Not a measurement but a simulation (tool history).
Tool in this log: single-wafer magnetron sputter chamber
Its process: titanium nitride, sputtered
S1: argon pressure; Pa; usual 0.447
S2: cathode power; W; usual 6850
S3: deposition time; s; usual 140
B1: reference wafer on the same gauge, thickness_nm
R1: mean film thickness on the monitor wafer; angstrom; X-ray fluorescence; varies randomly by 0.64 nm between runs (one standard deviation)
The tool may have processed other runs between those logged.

run,hour,S1,S2,S3,B1,R1
1,0,0.447,6850,140,214.069,1778.64
2,40,0.447,6850,140,214.255,1760.61
# hour 67.5: sputter target and shields replaced
3,133.3,0.447,6850,140,213.997,1799.75
4,170.9,0.447,6850,140,214.144,1796.59
5,224.6,0.447,6850,140,213.966,1794.02
6,310.1,0.447,6850,140,214.193,1765.44
# hour 344.6: sputter target and shields replaced
7,362.3,0.447,6850,140,213.821,1726.93
8,427.9,0.359,6850,140,213.951,1779.66
9,482.4,0.359,6850,140,214.165,1779.95
# hour 498.1: magnet pack replaced
# hour 530.5: capacitance manometer re-zeroed and calibrated
10,535.5,0.447,6850,140,214.099,1706.46
11,580.5,0.614,6850,162,214.017,1852.46
# hour 593.5: sputter target and shields replaced, repeated, since the last time left the tool worse
12,711.5,0.447,5400,140,213.88,1407.72
# hour 806.1: gauge calibrated
13,818.8,0.572,6850,121,213.906,1463.2
# hour 847.7: sputter target and shields replaced
14,856.5,0.447,6850,140,213.795,1804.59
15,952.8,0.447,5450,140,214.19,1427.32
16,1010.1,0.447,5150,113,213.943,1085.4
# hour 1114.3: sputter target and shields replaced
17,1146.3,0.33,8500,131,213.929,2188.98
18,1211.1,0.58,8350,140,214.328,2100.33

Forecast each of these 5 alternatives for the next run:
A,1211.5,0.447,6850,151,?,?
B,1211.5,0.282,7450,166,?,?
C,1211.5,0.584,5400,118,?,?
D,1211.5,0.447,7350,116,?,?
E,1211.5,0.543,5250,122,?,?

run,B1,R1
A,214.099,1925.46
B,214.099,2439.24
C,214.099,1131.58
D,214.099,1587.13
E,214.099,1153.49
Had the tool no hidden state, the same runs would have come out as:
run,R1
A,1932.22
B,2447.81
C,1135.56
D,1592.7
E,1157.54
